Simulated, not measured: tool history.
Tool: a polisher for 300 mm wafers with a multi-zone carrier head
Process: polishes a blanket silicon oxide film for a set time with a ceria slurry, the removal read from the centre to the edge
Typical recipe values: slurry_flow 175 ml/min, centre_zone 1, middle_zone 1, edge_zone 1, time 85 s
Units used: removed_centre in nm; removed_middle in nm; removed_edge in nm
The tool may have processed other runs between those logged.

run,hour,slurry_flow,centre_zone,middle_zone,edge_zone,time,"incoming thickness of the incoming film, nm",removed_centre,removed_middle,removed_edge
1,0,175,1,1,1,85,1440,207.4,213.5,211.6
# hour 13.1: worn pad replaced by a new one
2,50.9,175,1,1,1,85,1442.7,223.7,225.2,227.8
3,61.3,175,1,1,1,85,1441.2,224.6,222.9,224.8
4,68.6,175,1,1,1,85,1428,217.5,224.9,224.8
5,79.8,175,1,1,1,85,1431.2,216.6,220,224.4
6,93.5,175,0.97,1,1,106,1431.4,262.4,276.4,272.4
7,105.1,175,0.97,1,1,106,1444,259.3,268.8,269.7
# hour 117.2: worn pad replaced by a new one
8,117.7,175,0.97,1,1,106,1432.7,279.3,286.2,288.4
9,124.7,175,1,1,1,85,1456.5,226.1,227.3,233.1
10,134.2,175,1,1,1,85,1439.1,226.3,230.5,233.9
11,141.6,175,1,1,1,85,1470.5,222.7,229.8,230.1
# hour 152.1: carrier head's membrane replaced by a new one
12,152.6,225,1,0.95,0.91,108,1434.1,294.7,289.3,288.5
13,158.6,175,1,1,0.91,85,1458.3,228.3,229.5,218.7
14,170.6,175,1.04,0.93,1,104,1431,277,262.9,276.8
# hour 175.9: centre zone pressure recalibrated
15,185.5,155,1.06,1.08,1,101,1414.7,260.1,276.7,259
# hour 193.9: slurry nozzle cleaned
# hour 198.2: edge zone pressure recalibrated
16,202.6,175,0.97,1,1,106,1449.1,265.2,271.3,273.4
17,216.5,175,1,1,1,85,1460.7,212.4,215.5,217.7
18,222.7,175,1.07,1,1,98,1446.5,251,241.5,244.7
19,233.8,175,1,1,1,85,1431.9,207.1,209,211.8
# hour 238.6: worn pad replaced by a new one
20,246.9,175,1,0.97,1.09,85,1441.4,225.1,224.3,242.3
21,257.1,175,0.92,1,1.04,96,1422.7,243.9,257.6,266.4
22,269.8,175,0.93,1,1,63,1429.2,159.9,168.2,171.4
23,281,175,1,1,0.94,62,1427.4,164,165.8,163.2

Consider 3 possible next runs. They are alternatives, not a sequence: every one starts from the tool as it was left by run 23. What does each give?
A,281.4,175,1,0.95,1,85,1417,?,?,?
B,281.4,135,1,1,0.93,62,1417,?,?,?
C,281.4,175,1.1,1.03,1,62,1417,?,?,?

run,removed_centre,removed_middle,removed_edge
A,225.9,219.1,226.9
B,154.9,157.9,153.6
C,174.3,171,165.4
With the hidden condition removed and each run's random variation left untouched, the same runs would have given:
run,removed_centre,removed_middle,removed_edge
A,229.1,222.2,230.2
B,157.2,160.2,155.9
C,176.8,173.5,167.7

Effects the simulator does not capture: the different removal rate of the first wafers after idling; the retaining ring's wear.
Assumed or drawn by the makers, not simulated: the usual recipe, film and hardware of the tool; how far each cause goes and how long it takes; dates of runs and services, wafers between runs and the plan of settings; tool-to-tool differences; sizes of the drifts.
